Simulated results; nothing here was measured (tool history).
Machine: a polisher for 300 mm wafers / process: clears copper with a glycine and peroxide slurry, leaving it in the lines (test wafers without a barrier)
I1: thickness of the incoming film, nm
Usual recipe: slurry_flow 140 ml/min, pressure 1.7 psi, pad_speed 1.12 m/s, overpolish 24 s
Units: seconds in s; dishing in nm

Run 1, hour 0.0: usual settings; I1 561.3. Result: seconds 143.1 s, dishing 37.8 nm.
At hour 8.8: worn pad replaced by a new one.
Run 2, hour 15.9: usual settings; I1 573.8. Result: seconds 132.9 s, dishing 40.1 nm.
Run 3, hour 51.9: usual settings; I1 556.9. Result: seconds 130.4 s, dishing 40.1 nm.
Run 4, hour 70.4: usual settings but slurry_flow 105 ml/min; I1 572.2. Result: seconds 145.6 s, dishing 38.1 nm.
At hour 91.6: worn pad replaced by a new one.
Run 5, hour 96.4: usual settings but pressure 1.5 psi; I1 566.7. Result: seconds 149.5 s, dishing 38.4 nm.
Run 6, hour 111.7: usual settings but pressure 1.5 psi; I1 557.6. Result: seconds 147.5 s, dishing 38.4 nm.
Run 7, hour 135.6: usual settings; I1 560.8. Result: seconds 127.3 s, dishing 39.0 nm.
Run 8, hour 150.7: usual settings; I1 561.2. Result: seconds 140.7 s, dishing 39.3 nm.
At hour 170.8: slurry nozzle cleaned.
Run 9, hour 172.0: usual settings but pad_speed 0.90 m/s; I1 555.3. Result: seconds 161.9 s, dishing 37.0 nm.
At hour 193.3: worn pad replaced by a new one.
Run 10, hour 196.1: usual settings but pressure 1.4 psi; I1 570.4. Result: seconds 148.6 s, dishing 38.5 nm.
Run 11, hour 222.4: usual settings but slurry_flow 105 ml/min, pressure 2.2 psi, pad_speed 1.36 m/s; I1 571.2. Result: seconds 104.9 s, dishing 40.7 nm.
Run 12, hour 243.5: usual settings but slurry_flow 110 ml/min, pressure 2.0 psi; I1 564.1. Result: seconds 126.3 s, dishing 40.5 nm.
Run 13, hour 279.0: usual settings but pad_speed 1.48 m/s; I1 565.9. Result: seconds 124.4 s, dishing 39.3 nm.
At hour 293.9: worn pad replaced by a new one.
Run 14, hour 303.8: usual settings; I1 567.0. Result: seconds 130.4 s, dishing 39.6 nm.
At hour 307.2: head pressure recalibrated.
Run 15, hour 318.5: usual settings but slurry_flow 105 ml/min, pressure 2.0 psi, pad_speed 0.96 m/s; I1 556.2. Result: seconds 138.7 s, dishing 40.2 nm.
Run 16, hour 349.2: usual settings but slurry_flow 125 ml/min; I1 569.2. Result: seconds 137.4 s, dishing 38.7 nm.
Run 17, hour 363.7: usual settings but pressure 1.3 psi, pad_speed 1.48 m/s; I1 554.4. Result: seconds 134.1 s, dishing 37.2 nm.

Forecast run 18:
At hour 384.0: worn pad replaced by a new one.
Run 18, hour 387.7: usual settings but pressure 2.1 psi; I1 561.7. Result: seconds ?, dishing ?.

seconds: 109.5 s
dishing: 41.7 nm
The same run, on a tool lacking any hidden state, would have yielded seconds 109.2 s, dishing 41.7 nm.

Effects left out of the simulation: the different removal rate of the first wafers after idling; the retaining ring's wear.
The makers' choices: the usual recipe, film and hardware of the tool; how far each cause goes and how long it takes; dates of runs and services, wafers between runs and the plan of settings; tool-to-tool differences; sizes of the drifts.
